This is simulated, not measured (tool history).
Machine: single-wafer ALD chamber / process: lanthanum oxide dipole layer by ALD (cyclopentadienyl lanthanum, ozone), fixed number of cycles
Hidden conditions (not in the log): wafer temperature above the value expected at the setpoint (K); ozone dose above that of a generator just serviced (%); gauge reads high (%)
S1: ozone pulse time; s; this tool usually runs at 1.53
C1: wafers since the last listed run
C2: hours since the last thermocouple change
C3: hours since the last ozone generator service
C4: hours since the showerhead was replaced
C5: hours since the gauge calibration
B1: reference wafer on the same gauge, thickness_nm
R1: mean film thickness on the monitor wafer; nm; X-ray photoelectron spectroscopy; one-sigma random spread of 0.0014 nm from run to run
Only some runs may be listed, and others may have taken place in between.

| run | hour | S1 | C1 | C2 | C3 | C4 | C5 | B1 | R1 |
|---|---|---|---|---|---|---|---|---|---|
| 1 | 0.0 | 1.20 | 0 | 604.0 | 1106.3 | 7074.0 | 187.0 | 0.646 | 0.433 |
| 2 | 19.7 | 1.20 | 530 | 623.7 | 1126.0 | 7093.7 | 206.7 | 0.646 | 0.434 |
| 3 | 50.1 | 1.20 | 819 | 654.1 | 1156.4 | 7124.1 | 237.1 | 0.646 | 0.433 |
| 4 | 77.8 | 1.53 | 746 | 681.8 | 1184.1 | 7151.8 | 264.8 | 0.646 | 0.492 |
| 5 | 113.0 | 1.77 | 948 | 717.0 | 1219.3 | 7187.0 | 300.0 | 0.646 | 0.520 |
| 6 | 143.1 | 1.77 | 811 | 747.1 | 1249.4 | 7217.1 | 330.1 | 0.646 | 0.518 |
| 7 | 173.1 | 1.77 | 808 | 777.1 | 1279.4 | 7247.1 | 360.1 | 0.646 | 0.520 |
| 8 | 195.0 | 1.86 | 590 | 799.0 | 1301.3 | 7269.0 | 382.0 | 0.646 | 0.524 |
| 9 | 209.2 | 1.53 | 382 | 813.2 | 1315.5 | 7283.2 | 396.2 | 0.646 | 0.492 |
| 10 | 245.2 | 1.53 | 970 | 849.2 | 1351.5 | 7319.2 | 432.2 | 0.646 | 0.489 |
| 11 | 270.7 | 1.53 | 687 | 874.7 | 1377.0 | 7344.7 | 457.7 | 0.646 | 0.489 |
| 12 | 306.6 | 1.70 | 967 | 910.6 | 1412.9 | 7380.6 | 493.6 | 0.646 | 0.510 |
| 13 | 320.3 | 1.53 | 369 | 924.3 | 1426.6 | 7394.3 | 507.3 | 0.646 | 0.487 |
|  | 331.5 | thermocouple changed; heater temperature recalibrated |
| 14 | 345.7 | 1.15 | 468 | 14.2 | 1452.0 | 7419.7 | 532.7 | 0.645 | 0.415 |
| 15 | 370.6 | 1.53 | 671 | 39.1 | 1476.9 | 7444.6 | 557.6 | 0.646 | 0.490 |
| 16 | 387.9 | 1.01 | 466 | 56.4 | 1494.2 | 7461.9 | 574.9 | 0.646 | 0.370 |
| 17 | 400.5 | 1.53 | 339 | 69.0 | 1506.8 | 7474.5 | 587.5 | 0.646 | 0.488 |
|  | 416.8 | showerhead replaced |
| 18 | 422.2 | 1.29 | 369 | 90.7 | 1528.5 | 5.4 | 609.2 | 0.646 | 0.447 |
| 19 | 441.4 | 1.24 | 517 | 109.9 | 1547.7 | 24.6 | 628.4 | 0.646 | 0.436 |
| 20 | 466.1 | 1.33 | 665 | 134.6 | 1572.4 | 49.3 | 653.1 | 0.646 | 0.454 |
|  | 485.4 | ozone generator serviced |
| 21 | 492.0 | 1.53 | 482 | 160.5 | 6.6 | 75.2 | 679.0 | 0.646 | 0.542 |
| 22 | 517.8 | 2.00 | 695 | 186.3 | 32.4 | 101.0 | 704.8 | 0.646 | 0.560 |
|  | 528.2 | gauge calibrated |
| 23 | 535.5 | 2.11 | 476 | 204.0 | 50.1 | 118.7 | 7.3 | 0.646 | 0.562 |
| 24 | 553.8 | 1.53 | 493 | 222.3 | 68.4 | 137.0 | 25.6 | 0.646 | 0.536 |
| 25 | 586.1 | 1.77 | 870 | 254.6 | 100.7 | 169.3 | 57.9 | 0.646 | 0.552 |
| 26 | 608.0 | 1.03 | 590 | 276.5 | 122.6 | 191.2 | 79.8 | 0.645 | 0.450 |
| 27 | 632.8 | 0.92 | 668 | 301.3 | 147.4 | 216.0 | 104.6 | 0.646 | 0.412 |
| 28 | 665.7 | 1.31 | 886 | 334.2 | 180.3 | 248.9 | 137.5 | 0.646 | 0.507 |
| 29 | 690.6 | 2.02 | 671 | 359.1 | 205.2 | 273.8 | 162.4 | 0.647 | 0.559 |
| 30 | 707.4 | 1.53 | 452 | 375.9 | 222.0 | 290.6 | 179.2 | 0.646 | 0.531 |

Subtracting, for every run, the result it would have given without the tool's unlogged condition from the measured result gives the following. The same run-to-run variation enters both numbers; the gauge's scatter may not:
| run | R1 |
|---|---|
| 1 | -0.070 |
| 2 | -0.070 |
| 3 | -0.071 |
| 4 | -0.049 |
| 5 | -0.036 |
| 6 | -0.036 |
| 7 | -0.036 |
| 8 | -0.033 |
| 9 | -0.051 |
| 10 | -0.052 |
| 11 | -0.052 |
| 12 | -0.042 |
| 13 | -0.053 |
| 14 | -0.080 |
| 15 | -0.053 |
| 16 | -0.089 |
| 17 | -0.053 |
| 18 | -0.071 |
| 19 | -0.075 |
| 20 | -0.069 |
| 21 | -0.002 |
| 22 | -0.001 |
| 23 | -0.002 |
| 24 | -0.004 |
| 25 | -0.004 |
| 26 | -0.014 |
| 27 | -0.018 |
| 28 | -0.014 |
| 29 | -0.005 |
| 30 | -0.012 |
